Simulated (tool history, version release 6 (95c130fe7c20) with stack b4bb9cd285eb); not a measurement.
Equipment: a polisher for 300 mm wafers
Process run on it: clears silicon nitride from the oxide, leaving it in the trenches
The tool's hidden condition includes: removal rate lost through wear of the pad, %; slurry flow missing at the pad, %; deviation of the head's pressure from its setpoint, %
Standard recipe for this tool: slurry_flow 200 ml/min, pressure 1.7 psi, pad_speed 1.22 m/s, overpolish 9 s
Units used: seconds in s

run    hour  slurry_flow  pressure  pad_speed  overpolish  wafers since the last listed run  wafers polished on this pad  hours since the slurry nozzle was cleaned  hours since the head pressure was calibrated  incoming thickness of the incoming film, nm  seconds
  1     0.0          200       1.7       1.22           9                                 0                         1067                                      418.9                                         765.0                                        110.0    161.3
  2    59.9          200       1.7       1.22           9                               542                         1610                                      478.8                                         824.9                                        110.1    159.8
  3    94.9          200       1.7       1.22           9                               316                         1927                                      513.8                                         859.9                                        110.4    161.5
  4   135.3          200       1.7       1.22           9                               365                         2293                                      554.2                                         900.3                                        109.2    158.8
  5   192.0          200       2.1       1.22           9                               513                         2806                                      610.9                                         957.0                                        110.4    130.5
  6   250.0          200       2.1       1.22           9                               525                         3331                                      668.9                                        1015.0                                        110.7    131.8
      310.7  -- worn pad replaced by a new one
      315.7  -- slurry nozzle cleaned
  7   316.7          200       2.1       1.22           9                               558                           44                                        1.0                                        1081.7                                        109.8    124.2
  8   453.0          200       1.7       0.90          11                              1234                         1279                                      137.3                                        1218.0                                        109.3    205.4
  9   485.6          200       1.7       0.90          11                               295                         1574                                      169.9                                        1250.6                                        107.8    203.2
 10   683.1          200       1.7       0.90          11                              1788                         3363                                      367.4                                        1448.1                                        112.2    206.6
      736.0  -- worn pad replaced by a new one
 11   752.1          200       2.2       1.22           9                               588                          145                                      436.4                                        1517.1                                        110.1    115.4
 12   784.6          200       2.2       1.22           9                               294                          439                                      468.9                                        1549.6                                        109.3    115.7
 13   815.9          200       2.2       1.22           9                               283                          723                                      500.2                                        1580.9                                        109.2    115.3
 14   865.7          200       1.7       1.22           9                               451                         1174                                      550.0                                        1630.7                                        109.4    150.6
      902.9  -- head pressure recalibrated
 15   903.4          200       1.7       1.52           9                               323                         1497                                      587.7                                           0.5                                        109.4    130.1
 16   941.3          200       1.7       1.52           9                               343                         1840                                      625.6                                          38.4                                        110.5    130.8
      955.2  -- slurry nozzle cleaned
 17   970.1          200       1.7       1.22           9                               251                         2092                                       14.9                                          67.2                                        108.1    151.1
 18  1025.3          200       1.7       1.22           9                               499                         2592                                       70.1                                         122.4                                        110.9    152.9
 19  1060.2          200       1.7       1.22           9                               316                         2908                                      105.0                                         157.3                                        111.7    159.3
 20  1087.6          200       1.5       1.22           8                               248                         3156                                      132.4                                         184.7                                        107.9    172.3
     1105.1  -- worn pad replaced by a new one
 21  1128.5          200       2.1       1.22           9                               334                          212                                      173.3                                         225.6                                        108.3    122.9
 22  1234.8          200       2.2       0.92           9                               962                         1175                                      279.6                                         331.9                                        111.1    159.1
 23  1279.1          200       1.7       0.88           9                               401                         1576                                      323.9                                         376.2                                        110.3    216.5
 24  1368.9          200       1.7       1.40           5                               813                         2389                                      413.7                                         466.0                                        110.2    139.0
 25  1432.5          200       1.7       1.02          11                               576                         2965                                      477.3                                         529.6                                        111.6    195.7
     1471.0  -- worn pad replaced by a new one
 26  1479.7          200       1.7       1.22          11                               391                           78                                      524.5                                         576.8                                        110.4    159.1
 27  1507.1          200       1.7       1.06           5                               248                          326                                      551.9                                         604.2                                        109.4    181.5
 28  1536.8          245       1.1       0.88           5                               268                          595                                      581.6                                         633.9                                        108.7    327.8
 29  1609.4          200       1.7       1.04           5                               657                         1253                                      654.2                                         706.5                                        112.6    192.3
     1627.4  -- slurry nozzle cleaned
 30  1648.2          225       1.7       1.32           9                               342                         1595                                       20.8                                         745.3                                        108.3    136.2
 31  1693.3          200       1.4       1.22           9                               408                         2004                                       65.9                                         790.4                                        110.8    180.8
 32  1755.8          235       1.7       1.22           9                               566                         2570                                      128.4                                         852.9                                        109.3    146.0
 33  1816.3          150       1.3       1.22          12                               547                         3118                                      188.9                                         913.4                                        109.9    204.2
 34  1873.4          200       1.7       1.22          13                               517                         3635                                      246.0                                         970.5                                        109.8    151.8
 35  1913.4          150       1.3       1.22          12                               362                         3997                                      286.0                                        1010.5                                        110.8    206.2
     1925.6  -- worn pad replaced by a new one
 36  1961.8          200       1.7       1.22           9                               402                          327                                      334.4                                        1058.9                                        110.8    154.2
 37  2030.1          200       1.7       1.22           9                               618                          946                                      402.7                                        1127.2                                        107.7    148.5

Forecast each of these 3 alternatives for the next run:
  A  2030.6          200       1.7       1.22           9                                 4                          950                                      403.2                                        1127.7                                        112.0        ?
  B  2030.6          260       1.9       0.88          10                                 4                          950                                      403.2                                        1127.7                                        112.0        ?
  C  2030.6          200       1.7       1.44           9                                 4                          950                                      403.2                                        1127.7                                        112.0        ?

run  seconds
  A    153.2
  B    183.6
  C    129.8
Without the tool's unlogged condition, the same runs would have read:
run  seconds
  A    158.0
  B    190.6
  C    133.9

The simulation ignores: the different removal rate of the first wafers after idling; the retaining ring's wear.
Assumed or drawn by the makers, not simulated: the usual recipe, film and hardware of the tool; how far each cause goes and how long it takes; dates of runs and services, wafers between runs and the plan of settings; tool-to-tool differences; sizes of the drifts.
